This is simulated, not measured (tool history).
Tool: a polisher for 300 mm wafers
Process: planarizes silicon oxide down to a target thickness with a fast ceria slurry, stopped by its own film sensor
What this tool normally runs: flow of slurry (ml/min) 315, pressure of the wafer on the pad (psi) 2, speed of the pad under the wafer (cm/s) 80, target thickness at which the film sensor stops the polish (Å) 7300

| run | hour | flow of slurry (ml/min) | pressure of the wafer on the pad (psi) | speed of the pad under the wafer (cm/s) | target thickness at which the film sensor stops the polish (Å) | incoming thickness of the incoming film, nm | time until the film sensor stopped the polish (s) |
|---|---|---|---|---|---|---|---|
| 1 | 0 | 315 | 2 | 80 | 7300 | 1211.4 | 47 |
| 2 | 10.9 | 315 | 2 | 80 | 7300 | 1185.4 | 44.5 |
| 3 | 18.7 | 315 | 2 | 80 | 6780 | 1190.8 | 49.5 |
| 4 | 26.9 | 315 | 2 | 80 | 6780 | 1205.1 | 51.8 |
|  | 33.2 | worn pad replaced by a new one |
| 5 | 33.7 | 315 | 2 | 80 | 6780 | 1199.1 | 51 |
| 6 | 46.5 | 315 | 1.5 | 80 | 7300 | 1200.8 | 61.9 |
| 7 | 62 | 315 | 1.5 | 80 | 7300 | 1214.7 | 63.3 |
| 8 | 73.7 | 315 | 2 | 80 | 7300 | 1200.2 | 46.2 |
| 9 | 86.2 | 315 | 2 | 80 | 7300 | 1196.9 | 45.8 |
| 10 | 100.6 | 315 | 2 | 64 | 7300 | 1193.2 | 55.5 |
|  | 111.7 | worn pad replaced by a new one |
| 11 | 112.2 | 315 | 2 | 64 | 7300 | 1210.3 | 58.8 |
| 12 | 118 | 315 | 2 | 64 | 7300 | 1204.1 | 56.8 |
| 13 | 128 | 210 | 2 | 80 | 7300 | 1221.7 | 49.8 |
| 14 | 139.2 | 315 | 2 | 80 | 6780 | 1217.8 | 52.1 |
|  | 145 | slurry nozzle cleaned |
| 15 | 154.6 | 315 | 1.7 | 80 | 7300 | 1225.3 | 53 |
| 16 | 170.6 | 315 | 2 | 102 | 6260 | 1190.6 | 40.8 |
| 17 | 183 | 315 | 2 | 70 | 7300 | 1216.2 | 51.2 |
|  | 193.2 | worn pad replaced by a new one |
| 18 | 198 | 315 | 2 | 80 | 6210 | 1205.2 | 53.8 |
|  | 206.5 | head pressure recalibrated |
| 19 | 207 | 375 | 2 | 52 | 7300 | 1181 | 68.9 |
| 20 | 218.1 | 210 | 2 | 80 | 7300 | 1200.5 | 49.3 |
| 21 | 234.2 | 380 | 1.5 | 80 | 7300 | 1206.9 | 63.1 |
| 22 | 243.3 | 315 | 2 | 80 | 7300 | 1202.3 | 47.9 |
| 23 | 250.7 | 315 | 1.3 | 80 | 8760 | 1184.6 | 48.3 |
|  | 257.9 | worn pad replaced by a new one |
| 24 | 264.3 | 315 | 2 | 58 | 7300 | 1207.6 | 67.1 |

What if the next run were any one of these 3? Each begins from the tool's condition after run 24:
| A | 264.7 | 315 | 2 | 66 | 7300 | 1209.9 | ? |
| B | 264.7 | 315 | 2 | 96 | 7300 | 1209.9 | ? |
| C | 264.7 | 315 | 2.4 | 54 | 8230 | 1209.9 | ? |

| run | time until the film sensor stopped the polish (s) |
|---|---|
| A | 58.8 |
| B | 40.4 |
| C | 48.3 |
Had the tool no hidden state, the same runs would have come out as:
| run | time until the film sensor stopped the polish (s) |
|---|---|
| A | 57.4 |
| B | 39.5 |
| C | 47.2 |
